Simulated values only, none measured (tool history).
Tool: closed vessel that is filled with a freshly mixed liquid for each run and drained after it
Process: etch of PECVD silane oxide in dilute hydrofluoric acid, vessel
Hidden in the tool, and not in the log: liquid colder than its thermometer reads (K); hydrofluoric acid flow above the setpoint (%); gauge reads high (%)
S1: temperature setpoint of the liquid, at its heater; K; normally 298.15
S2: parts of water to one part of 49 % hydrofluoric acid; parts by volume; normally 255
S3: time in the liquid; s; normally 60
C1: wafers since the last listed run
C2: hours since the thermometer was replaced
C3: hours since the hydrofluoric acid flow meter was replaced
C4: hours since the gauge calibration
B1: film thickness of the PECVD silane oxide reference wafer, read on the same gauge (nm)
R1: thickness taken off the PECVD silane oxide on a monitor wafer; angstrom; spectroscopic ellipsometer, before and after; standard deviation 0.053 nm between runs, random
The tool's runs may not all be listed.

run    hour      S1   S2  S3     C1      C2      C3      C4     B1     R1
  1       0  298.15  255  60      0  1473.4  1498.2   825.6  90.01  107.2
  2    40.7  298.15  255  60   6025  1514.1  1538.9   866.3  90.02  106.4
  3   108.9  298.15  255  60  10096  1582.3  1607.1   934.5  89.99  106.9
  4   170.5  298.15  255  60   9119  1643.9  1668.7   996.1  90.03    107
  5   263.5  298.15  255  60  13767  1736.9  1761.7  1089.1  90.01  107.2
  6     370  298.15  255  60  15766  1843.4  1868.2  1195.6  90.03  106.6
  7   419.8  298.15  255  60   7372  1893.2    1918  1245.4  89.99  107.5
  8   715.8  298.15  255  60  43820  2189.2    2214  1541.4  90.03  107.2
      814.2  -- hydrofluoric acid flow meter replaced
  9   989.8  298.15  255  60  40415  2463.2   175.6  1815.4  90.05  104.2
      991.2  -- gauge calibrated
 10  1051.3  301.65  160  60   9104  2524.7   237.1    60.1  89.99  210.8
 11  1108.5  302.15  255  60   8467  2581.9   294.3   117.3  90.05  120.2
 12  1214.5  296.65  255  60  15692  2687.9   400.3   223.3  89.99   98.5
 13  1252.2  298.15  255  60   5581  2725.6     438     261     90  105.1
     1267.6  -- thermometer replaced
 14  1299.2  302.65  255  60   6809    31.6     485     308  89.98  122.7
 15  1347.7  298.15  255  60   7180    80.1   533.5   356.5  90.02  105.6
 16  1416.8  300.65  345  45  10229   149.2   602.6   425.6  90.01   57.9
 17  1508.1  298.15  255  60  13516   240.5   693.9   516.9  89.98  104.2
 18  1552.7  298.15  315  75   6602   285.1   738.5   561.5  89.98   99.9
 19  1612.9  295.15  145  85   8912   345.3   798.7   621.7  90.01  261.5
 20  1651.2  294.65  255  95   5670   383.6     837     660  90.03  146.8

What if the next run were any one of these 5? Each begins from the tool's condition after run 20:
  A  1651.9  298.15  370  60  103  384.3  837.7  660.7   ?   ?
  B  1651.9  298.15  175  75  103  384.3  837.7  660.7   ?   ?
  C  1651.9  296.15  310  30  103  384.3  837.7  660.7   ?   ?
  D  1651.9  298.15  125  50  103  384.3  837.7  660.7   ?   ?
  E  1651.9  300.15  255  60  103  384.3  837.7  660.7   ?   ?

run     B1     R1
  A  89.98   64.7
  B  89.98  208.5
  C  89.98   38.2
  D  89.98  206.2
  E  89.98  112.6
The same runs, with their run-to-run variation unchanged, on a tool lacking any hidden condition would have given:
run     R1
  A   63.7
  B  205.5
  C   37.6
  D  203.3
  E  110.9
